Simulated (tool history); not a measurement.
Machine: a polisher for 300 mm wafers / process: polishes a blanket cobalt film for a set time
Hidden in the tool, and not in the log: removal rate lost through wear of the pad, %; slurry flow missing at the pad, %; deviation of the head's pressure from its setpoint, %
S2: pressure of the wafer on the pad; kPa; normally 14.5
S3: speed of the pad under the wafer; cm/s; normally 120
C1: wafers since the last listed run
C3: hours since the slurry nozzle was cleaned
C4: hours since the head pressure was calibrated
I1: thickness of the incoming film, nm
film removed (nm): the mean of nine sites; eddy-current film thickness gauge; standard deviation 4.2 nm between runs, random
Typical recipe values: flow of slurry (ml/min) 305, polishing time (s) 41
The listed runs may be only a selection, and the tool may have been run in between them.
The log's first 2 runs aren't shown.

{"day": 1.612, "done": "slurry nozzle cleaned"}
{"run": 3, "day": 1.775, "flow of slurry (ml/min)": 305, "S2": 14.5, "S3": 120, "polishing time (s)": 41, "C1": 147, "wafers polished on this pad": 1710, "C3": 3.9, "C4": 99.7, "I1": 1278.3, "film removed (nm)": 263.4}
{"run": 4, "day": 3.033, "flow of slurry (ml/min)": 305, "S2": 14.5, "S3": 120, "polishing time (s)": 41, "C1": 365, "wafers polished on this pad": 2076, "C3": 34.1, "C4": 129.9, "I1": 1281.6, "film removed (nm)": 259.2}
{"run": 5, "day": 3.583, "flow of slurry (ml/min)": 305, "S2": 14.5, "S3": 120, "polishing time (s)": 41, "C1": 159, "wafers polished on this pad": 2235, "C3": 47.3, "C4": 143.1, "I1": 1281.1, "film removed (nm)": 250}
{"day": 4.646, "done": "worn pad replaced by a new one"}
{"run": 6, "day": 5.025, "flow of slurry (ml/min)": 305, "S2": 14.5, "S3": 144, "polishing time (s)": 41, "C1": 370, "wafers polished on this pad": 109, "C3": 81.9, "C4": 177.7, "I1": 1279.8, "film removed (nm)": 345}
{"run": 7, "day": 5.783, "flow of slurry (ml/min)": 305, "S2": 14.5, "S3": 144, "polishing time (s)": 41, "C1": 220, "wafers polished on this pad": 329, "C3": 100.1, "C4": 195.9, "I1": 1283.2, "film removed (nm)": 339.8}
{"run": 8, "day": 6.854, "flow of slurry (ml/min)": 305, "S2": 14.5, "S3": 144, "polishing time (s)": 41, "C1": 310, "wafers polished on this pad": 640, "C3": 125.8, "C4": 221.6, "I1": 1290.6, "film removed (nm)": 335.5}
{"run": 9, "day": 7.354, "flow of slurry (ml/min)": 305, "S2": 14.5, "S3": 120, "polishing time (s)": 41, "C1": 145, "wafers polished on this pad": 786, "C3": 137.8, "C4": 233.6, "I1": 1285.3, "film removed (nm)": 271.5}
{"run": 10, "day": 8.842, "flow of slurry (ml/min)": 305, "S2": 14.5, "S3": 120, "polishing time (s)": 41, "C1": 431, "wafers polished on this pad": 1217, "C3": 173.5, "C4": 269.3, "I1": 1285.1, "film removed (nm)": 271.4}
{"run": 11, "day": 9.55, "flow of slurry (ml/min)": 305, "S2": 14.5, "S3": 120, "polishing time (s)": 41, "C1": 205, "wafers polished on this pad": 1423, "C3": 190.5, "C4": 286.3, "I1": 1277.3, "film removed (nm)": 259.3}
{"run": 12, "day": 10.704, "flow of slurry (ml/min)": 305, "S2": 14.5, "S3": 120, "polishing time (s)": 41, "C1": 335, "wafers polished on this pad": 1758, "C3": 218.2, "C4": 314, "I1": 1268.1, "film removed (nm)": 246.8}
{"day": 11.088, "done": "slurry nozzle cleaned"}
{"run": 13, "day": 11.608, "flow of slurry (ml/min)": 305, "S2": 14.5, "S3": 120, "polishing time (s)": 41, "C1": 250, "wafers polished on this pad": 2009, "C3": 12.5, "C4": 335.7, "I1": 1299.3, "film removed (nm)": 267.5}
{"day": 12.008, "done": "worn pad replaced by a new one"}
{"run": 14, "day": 12.638, "flow of slurry (ml/min)": 305, "S2": 14.5, "S3": 120, "polishing time (s)": 41, "C1": 250, "wafers polished on this pad": 182, "C3": 37.2, "C4": 360.4, "I1": 1295, "film removed (nm)": 288.1}
{"run": 15, "day": 13.8, "flow of slurry (ml/min)": 305, "S2": 14.5, "S3": 120, "polishing time (s)": 41, "C1": 337, "wafers polished on this pad": 519, "C3": 65.1, "C4": 388.3, "I1": 1283.6, "film removed (nm)": 285}
{"run": 16, "day": 15.25, "flow of slurry (ml/min)": 305, "S2": 14.5, "S3": 120, "polishing time (s)": 41, "C1": 421, "wafers polished on this pad": 941, "C3": 99.9, "C4": 423.1, "I1": 1299.9, "film removed (nm)": 277.3}
{"run": 17, "day": 16.462, "flow of slurry (ml/min)": 305, "S2": 14.5, "S3": 120, "polishing time (s)": 41, "C1": 352, "wafers polished on this pad": 1293, "C3": 129, "C4": 452.2, "I1": 1272.1, "film removed (nm)": 277.7}
{"run": 18, "day": 17.008, "flow of slurry (ml/min)": 305, "S2": 14.5, "S3": 120, "polishing time (s)": 41, "C1": 158, "wafers polished on this pad": 1451, "C3": 142.1, "C4": 465.3, "I1": 1292.6, "film removed (nm)": 267.1}
{"run": 19, "day": 18.462, "flow of slurry (ml/min)": 305, "S2": 14.5, "S3": 120, "polishing time (s)": 41, "C1": 422, "wafers polished on this pad": 1873, "C3": 177, "C4": 500.2, "I1": 1289.3, "film removed (nm)": 256.6}
{"day": 19.138, "done": "worn pad replaced by a new one"}
{"run": 20, "day": 19.788, "flow of slurry (ml/min)": 305, "S2": 14.5, "S3": 120, "polishing time (s)": 41, "C1": 336, "wafers polished on this pad": 188, "C3": 208.8, "C4": 532, "I1": 1272.7, "film removed (nm)": 272.5}
{"day": 20.279, "done": "slurry nozzle cleaned"}
{"run": 21, "day": 21.25, "flow of slurry (ml/min)": 305, "S2": 14.5, "S3": 134, "polishing time (s)": 45, "C1": 412, "wafers polished on this pad": 601, "C3": 23.3, "C4": 567.1, "I1": 1270.8, "film removed (nm)": 351.1}
{"run": 22, "day": 22.188, "flow of slurry (ml/min)": 305, "S2": 17.2, "S3": 120, "polishing time (s)": 41, "C1": 272, "wafers polished on this pad": 873, "C3": 45.8, "C4": 589.6, "I1": 1280.9, "film removed (nm)": 332.9}
{"run": 23, "day": 22.95, "flow of slurry (ml/min)": 255, "S2": 14.5, "S3": 82, "polishing time (s)": 30, "C1": 221, "wafers polished on this pad": 1094, "C3": 64.1, "C4": 607.9, "I1": 1271.4, "film removed (nm)": 137.4}
{"run": 24, "day": 23.954, "flow of slurry (ml/min)": 215, "S2": 14.5, "S3": 152, "polishing time (s)": 36, "C1": 291, "wafers polished on this pad": 1386, "C3": 88.2, "C4": 632, "I1": 1273.3, "film removed (nm)": 287.7}

Run 25 has not been measured yet. What should we expect?
{"run": 25, "day": 24.825, "flow of slurry (ml/min)": 305, "S2": 14.5, "S3": 120, "polishing time (s)": 41, "C1": 252, "wafers polished on this pad": 1639, "C3": 109.1, "C4": 652.9, "I1": 1285.1, "film removed (nm)": "?"}

{"run 25": {"film removed (nm)": 268.1}}
Had the tool carried no hidden state, the very same run would have given film removed (nm) 296.9.
